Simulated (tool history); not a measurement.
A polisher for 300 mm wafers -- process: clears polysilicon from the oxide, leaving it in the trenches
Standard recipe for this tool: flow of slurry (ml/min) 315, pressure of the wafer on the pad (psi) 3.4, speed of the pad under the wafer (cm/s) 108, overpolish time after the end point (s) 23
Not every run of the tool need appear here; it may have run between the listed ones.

run    hour  flow of slurry (ml/min)  pressure of the wafer on the pad (psi)  speed of the pad under the wafer (cm/s)  overpolish time after the end point (s)  wafers since the last listed run  wafers polished on this pad  hours since the slurry nozzle was cleaned  hours since the head pressure was calibrated  incoming thickness of the incoming film, nm  time until the end point was called (s)
  1       0                      315                                     3.4                                      108                                       33                                 0                         5620                                      670.4                                         329.3                                        721.9                                     56.7
  2    68.3                      315                                     3.4                                       84                                       23                               778                         6398                                      738.7                                         397.6                                        714.2                                     68.6
       92.7  -- worn pad replaced by a new one
  3   126.9                      315                                     3.4                                      108                                       23                               622                          389                                      797.3                                         456.2                                        740.6                                       54
      148.8  -- slurry nozzle cleaned
  4   218.8                      315                                     3.4                                      108                                       23                              1036                         1426                                         70                                         548.1                                        738.2                                     52.5
  5   255.5                      315                                     3.4                                      108                                       23                               418                         1844                                      106.7                                         584.8                                          747                                     54.2
  6   292.4                      315                                     3.4                                      108                                       23                               420                         2265                                      143.6                                         621.7                                        741.4                                     53.1
  7   337.6                      315                                     3.4                                      108                                       23                               515                         2780                                      188.8                                         666.9                                        729.1                                     52.6
  8   384.9                      315                                     3.4                                      108                                       23                               539                         3319                                      236.1                                         714.2                                        742.1                                     54.6
  9   451.6                      315                                     3.4                                      108                                       23                               760                         4080                                      302.8                                         780.9                                        727.1                                     55.2
 10   481.8                      315                                     3.4                                      108                                       23                               344                         4424                                        333                                         811.1                                        719.8                                     55.1
      546.7  -- worn pad replaced by a new one
 11   547.2                      315                                     3.4                                      108                                       23                               700                            5                                      398.4                                         876.5                                        717.6                                     51.2
 12   589.2                      315                                     3.4                                      108                                       23                               478                          484                                      440.4                                         918.5                                        718.8                                     50.5
 13   640.9                      315                                     3.4                                      108                                       23                               589                         1073                                      492.1                                         970.2                                        724.8                                     53.6
 14   682.9                      315                                     3.4                                      108                                       23                               478                         1552                                      534.1                                        1012.2                                        738.9                                     54.7
 15   750.2                      315                                     3.4                                      108                                       23                               767                         2320                                      601.4                                        1079.5                                        736.5                                     55.4
 16   788.7                      215                                     3.4                                      136                                       23                               438                         2758                                      639.9                                          1118                                        730.1                                     49.5
 17   855.8                      235                                     3.4                                      108                                       32                               764                         3523                                        707                                        1185.1                                        726.3                                     61.3
      909.4  -- head pressure recalibrated
 18   909.9                      315                                     3.4                                      108                                       23                               593                         4117                                      761.1                                           0.5                                          717                                     58.5
     1018.8  -- slurry nozzle cleaned
 19  1081.6                      315                                     4.4                                      108                                       32                              1946                         6064                                       62.8                                         172.2                                        731.5                                     42.2
     1137.8  -- worn pad replaced by a new one
 20  1165.1                      245                                     4.4                                      108                                       15                               906                          311                                      146.3                                         255.7                                        728.9                                     40.8
 21  1220.5                      420                                     3.4                                      108                                       28                               631                          943                                      201.7                                         311.1                                        719.2                                     49.3
 22  1277.3                      360                                     3.4                                      108                                       23                               647                         1590                                      258.5                                         367.9                                        740.9                                     54.2
 23  1305.4                      315                                     3.4                                      108                                       23                               320                         1910                                      286.6                                           396                                        725.4                                       51
 24  1388.4                      315                                     2.9                                      108                                       23                               946                         2857                                      369.6                                           479                                          730                                     64.1
 25  1460.3                      315                                     3.4                                      120                                       23                               819                         3676                                      441.5                                         550.9                                        729.4                                     49.8
 26  1513.3                      420                                     3.4                                      108                                       23                               604                         4281                                      494.5                                         603.9                                          727                                     51.9
     1638.4  -- worn pad replaced by a new one
 27  1684.2                      375                                     3.4                                      130                                       23                              1902                          521                                      665.4                                         774.8                                          731                                     45.8
     1757.1  -- slurry nozzle cleaned
 28  1853.3                      315                                     3.4                                      108                                       23                              1916                         2438                                       96.2                                         943.9                                        738.4                                     54.7
 29  1899.2                      315                                     3.4                                      108                                       30                               523                         2961                                      142.1                                         989.8                                        722.5                                     53.8
 30  1962.8                      380                                     3.4                                      108                                       23                               725                         3686                                      205.7                                        1053.4                                        724.2                                     52.5
     2144.1  -- worn pad replaced by a new one
 31  2171.1                      315                                     2.4                                      108                                       29                              2329                          307                                        414                                        1261.7                                        726.4                                     73.4
     2193.7  -- head pressure recalibrated
 32  2199.8                      315                                     3.4                                      108                                       14                               304                          611                                      442.7                                           6.1                                        720.4                                     52.9
 33    2267                      315                                     3.4                                      108                                       23                               766                         1378                                      509.9                                          73.3                                        724.7                                     51.9
 34    2309                      315                                     3.4                                      108                                       23                               478                         1856                                      551.9                                         115.3                                        712.9                                     53.1
 35  2342.8                      315                                     3.4                                      108                                       23                               385                         2242                                      585.7                                         149.1                                          718                                     52.4

For each run, the measured value with the value that run would have given without the tool's hidden condition subtracted. The run-to-run variation is shared by both, the gauge scatter possibly not:
The hidden state here: removal rate lost through wear of the pad, %; slurry flow missing at the pad, %; deviation of the head's pressure from its setpoint, %.
run  time until the end point was called (s)
  1                                     +6.5
  2                                     +8.8
  3                                     +3.5
  4                                     +1.8
  5                                     +2.3
  6                                     +2.5
  7                                       +3
  8                                     +3.6
  9                                     +4.3
 10                                     +4.6
 11                                     +1.9
 12                                     +2.3
 13                                     +3.1
 14                                     +3.6
 15                                     +4.4
 16                                     +5.3
 17                                     +7.2
 18                                     +6.7
 19                                     +3.7
 20                                     +0.9
 21                                     +1.4
 22                                       +2
 23                                     +2.3
 24                                     +3.9
 25                                     +3.8
 26                                     +4.1
 27                                     +2.4
 28                                     +2.9
 29                                     +3.2
 30                                     +3.7
 31                                     +2.9
 32                                     +2.4
 33                                     +3.1
 34                                     +3.6
 35                                       +4
